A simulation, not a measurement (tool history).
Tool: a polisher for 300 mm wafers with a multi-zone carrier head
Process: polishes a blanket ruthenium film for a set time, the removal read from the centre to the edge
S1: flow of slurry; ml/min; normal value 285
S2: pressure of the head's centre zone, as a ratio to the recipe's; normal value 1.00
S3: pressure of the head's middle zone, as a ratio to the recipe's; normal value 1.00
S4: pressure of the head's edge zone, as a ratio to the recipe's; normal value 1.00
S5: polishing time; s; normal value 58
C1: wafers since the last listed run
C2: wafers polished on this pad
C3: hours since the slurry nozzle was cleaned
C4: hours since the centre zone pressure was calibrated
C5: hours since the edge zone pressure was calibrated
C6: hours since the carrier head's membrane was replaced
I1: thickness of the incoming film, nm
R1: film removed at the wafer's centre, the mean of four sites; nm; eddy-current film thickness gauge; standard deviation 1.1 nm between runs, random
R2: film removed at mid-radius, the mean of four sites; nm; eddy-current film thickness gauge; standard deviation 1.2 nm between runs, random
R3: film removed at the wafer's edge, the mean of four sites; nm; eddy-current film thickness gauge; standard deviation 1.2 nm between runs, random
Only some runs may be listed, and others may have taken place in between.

run    hour   S1    S2    S3    S4  S5   C1    C2     C3     C4     C5      C6     I1     R1     R2     R3
  1     0.0  285  1.00  1.00  1.00  58    0  1350  626.2  109.6  329.1   711.8  306.3  107.5  105.2  107.4
  2    27.1  285  1.00  1.00  1.00  58  200  1551  653.3  136.7  356.2   738.9  300.2  107.1  104.1  105.9
       67.8  -- edge zone pressure recalibrated
  3    96.6  285  1.00  1.00  1.00  58  498  2050  722.8  206.2   28.8   808.4  294.7  109.7  107.9  105.2
  4   127.6  285  1.00  1.00  1.00  58  229  2279  753.8  237.2   59.8   839.4  305.4  107.7  107.3  107.9
      165.0  -- slurry nozzle cleaned
  5   180.6  285  0.94  1.00  1.00  58  384  2663   15.6  290.2  112.8   892.4  300.5  102.7  105.8  106.6
      185.3  -- worn pad replaced by a new one
  6   233.0  285  1.00  1.00  1.00  51  357   352   68.0  342.6  165.2   944.8  295.0   96.1   92.4   94.1
  7   260.9  285  1.00  1.00  0.91  58  206   558   95.9  370.5  193.1   972.7  302.7  109.7  104.6  101.6
  8   298.1  285  1.00  1.00  1.00  58  274   833  133.1  407.7  230.3  1009.9  294.9  109.5  106.4  106.7
  9   323.2  285  0.94  1.00  1.00  58  185  1019  158.2  432.8  255.4  1035.0  300.9  103.1  104.9  107.0
      371.5  -- carrier head's membrane replaced by a new one
 10   380.1  285  1.00  1.00  1.04  58  383  1402  215.1  489.7  312.3     8.6  301.7  111.0  105.7  108.8
 11   437.4  285  1.00  1.09  1.04  58  423  1826  272.4  547.0  369.6    65.9  296.1  110.8  112.7  108.2
      469.6  -- edge zone pressure recalibrated
 12   473.2  285  1.00  1.00  0.94  58  249  2075  308.2  582.8    3.6   101.7  299.6  110.0  107.8  103.3
      493.4  -- centre zone pressure recalibrated
      509.5  -- worn pad replaced by a new one
 13   526.5  235  1.00  0.90  0.91  58  349   125  361.5   33.1   56.9   155.0  301.7  103.9   92.9   99.1
 14   596.6  315  1.00  1.00  1.08  58  518   643  431.6  103.2  127.0   225.1  295.3  108.1  107.5  112.1
 15   641.1  285  1.00  0.96  0.92  58  328   972  476.1  147.7  171.5   269.6  303.2  108.0   99.6  102.7
 16   742.9  285  1.00  0.89  1.00  58  752  1725  577.9  249.5  273.3   371.4  295.5  108.1   95.4  106.6
      820.6  -- worn pad replaced by a new one
      867.6  -- edge zone pressure recalibrated
 17   881.5  285  1.00  1.00  1.00  58  979   435  716.5  388.1   13.9   510.0  298.8  108.9  106.3  109.4
 18   918.1  320  0.88  1.00  0.91  68  270   705  753.1  424.7   50.5   546.6  297.9  115.4  122.9  121.9
     1000.6  -- slurry nozzle cleaned
 19  1010.9  245  1.00  0.90  1.00  74  678  1384   10.3  517.5  143.3   639.4  298.4  139.9  120.7  133.6
 20  1074.4  205  0.93  1.00  1.00  58  469  1853   73.8  581.0  206.8   702.9  294.8   98.9  101.2  100.4
 21  1135.5  225  1.05  1.00  1.00  58  451  2304  134.9  642.1  267.9   764.0  299.3  113.5   99.9  105.3
     1155.3  -- worn pad replaced by a new one
 22  1171.1  195  1.00  1.00  0.97  74  233   116  170.5  677.7  303.5   799.6  295.8  133.4  130.1  127.5

Below are 4 alternative next runs, each starting from the tool's condition after run 22. Predict each:
  A  1171.5  285  1.00  1.00  1.00  58   2  119  170.9  678.1  303.9  800.0  299.3   ?   ?   ?
  B  1171.5  325  1.00  1.00  1.00  58   2  119  170.9  678.1  303.9  800.0  299.3   ?   ?   ?
  C  1171.5  375  1.00  0.91  1.10  71   2  119  170.9  678.1  303.9  800.0  299.3   ?   ?   ?
  D  1171.5  210  1.00  1.00  1.00  47   2  119  170.9  678.1  303.9  800.0  299.3   ?   ?   ?

run     R1     R2     R3
  A  112.5  103.7  106.8
  B  114.2  105.1  108.0
  C  141.8  120.4  140.1
  D   87.1   80.6   83.9
The same runs, with their run-to-run variation unchanged, on a tool lacking any hidden condition would have given:
run     R1     R2     R3
  A  106.3  103.7  106.8
  B  107.9  105.2  108.0
  C  133.9  120.5  140.1
  D   82.2   80.6   83.9
